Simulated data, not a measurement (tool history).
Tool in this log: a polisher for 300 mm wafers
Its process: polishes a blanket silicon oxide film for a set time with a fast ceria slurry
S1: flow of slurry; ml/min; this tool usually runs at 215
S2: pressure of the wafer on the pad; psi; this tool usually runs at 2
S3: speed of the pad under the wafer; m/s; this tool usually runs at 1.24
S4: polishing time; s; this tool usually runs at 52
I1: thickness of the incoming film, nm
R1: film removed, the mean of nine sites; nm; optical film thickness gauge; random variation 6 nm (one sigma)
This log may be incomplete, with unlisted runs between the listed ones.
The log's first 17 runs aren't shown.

{"run": 18, "hour": 542.6, "S1": 215, "S2": 2, "S3": 1.38, "S4": 52, "I1": 2078.5, "R1": 819.4}
{"hour": 555.5, "done": "slurry nozzle cleaned"}
{"run": 19, "hour": 577.4, "S1": 215, "S2": 2, "S3": 1.24, "S4": 58, "I1": 2082.2, "R1": 842.5}
{"run": 20, "hour": 600.6, "S1": 235, "S2": 2.6, "S3": 1.42, "S4": 52, "I1": 2101.4, "R1": 1133.1}
{"run": 21, "hour": 628.6, "S1": 215, "S2": 2, "S3": 1.24, "S4": 52, "I1": 2111.8, "R1": 757.5}
{"run": 22, "hour": 641.1, "S1": 215, "S2": 2, "S3": 1.6, "S4": 52, "I1": 2081.2, "R1": 952.8}
{"run": 23, "hour": 669.1, "S1": 215, "S2": 2, "S3": 1.24, "S4": 45, "I1": 2093.9, "R1": 654.3}
{"hour": 698.5, "done": "worn pad replaced by a new one"}
{"run": 24, "hour": 699.8, "S1": 215, "S2": 2, "S3": 1.24, "S4": 52, "I1": 2115.2, "R1": 745.8}
{"run": 25, "hour": 734.2, "S1": 215, "S2": 2, "S3": 1.24, "S4": 52, "I1": 2095.3, "R1": 747.5}
{"run": 26, "hour": 763.6, "S1": 215, "S2": 2, "S3": 1.24, "S4": 52, "I1": 2115.3, "R1": 736.4}
{"hour": 770.7, "done": "slurry nozzle cleaned"}
{"run": 27, "hour": 779.3, "S1": 280, "S2": 2, "S3": 1.24, "S4": 52, "I1": 2077.3, "R1": 776}
{"run": 28, "hour": 808.2, "S1": 245, "S2": 2, "S3": 1.24, "S4": 41, "I1": 2104.2, "R1": 599.2}
{"run": 29, "hour": 825.4, "S1": 215, "S2": 2, "S3": 1.36, "S4": 52, "I1": 2110.9, "R1": 820.6}
{"run": 30, "hour": 851.6, "S1": 275, "S2": 2, "S3": 0.84, "S4": 70, "I1": 2114.5, "R1": 703}
{"run": 31, "hour": 882.4, "S1": 215, "S2": 2, "S3": 1.24, "S4": 52, "I1": 2069.2, "R1": 754.9}
{"run": 32, "hour": 896.2, "S1": 275, "S2": 2, "S3": 0.82, "S4": 37, "I1": 2122.8, "R1": 362.3}
{"run": 33, "hour": 908.9, "S1": 215, "S2": 1.7, "S3": 1.46, "S4": 36, "I1": 2058, "R1": 520.8}
{"hour": 921.1, "done": "worn pad replaced by a new one"}
{"run": 34, "hour": 924.1, "S1": 215, "S2": 2.7, "S3": 1.24, "S4": 52, "I1": 2096.4, "R1": 989.6}
{"hour": 1005.3, "done": "slurry nozzle cleaned"}
{"run": 35, "hour": 1023.5, "S1": 275, "S2": 2, "S3": 1.42, "S4": 38, "I1": 2068.8, "R1": 643.8}

Forecast each of these 4 alternatives for the next run:
{"run": "A", "hour": 1023.9, "S1": 215, "S2": 2, "S3": 1.24, "S4": 52, "I1": 2091.9, "R1": "?"}
{"run": "B", "hour": 1023.9, "S1": 165, "S2": 1.4, "S3": 0.96, "S4": 61, "I1": 2091.9, "R1": "?"}
{"run": "C", "hour": 1023.9, "S1": 215, "S2": 2.7, "S3": 1.1, "S4": 52, "I1": 2091.9, "R1": "?"}
{"run": "D", "hour": 1023.9, "S1": 140, "S2": 1.5, "S3": 0.94, "S4": 46, "I1": 2091.9, "R1": "?"}

run=A R1=757.4
run=B R1=466.4
run=C R1=907.1
run=D R1=360.7
Take away the tool's hidden state, keep each run's random variation, and the runs would have read:
run=A R1=760.5
run=B R1=468.7
run=C R1=910.7
run=D R1=362.8
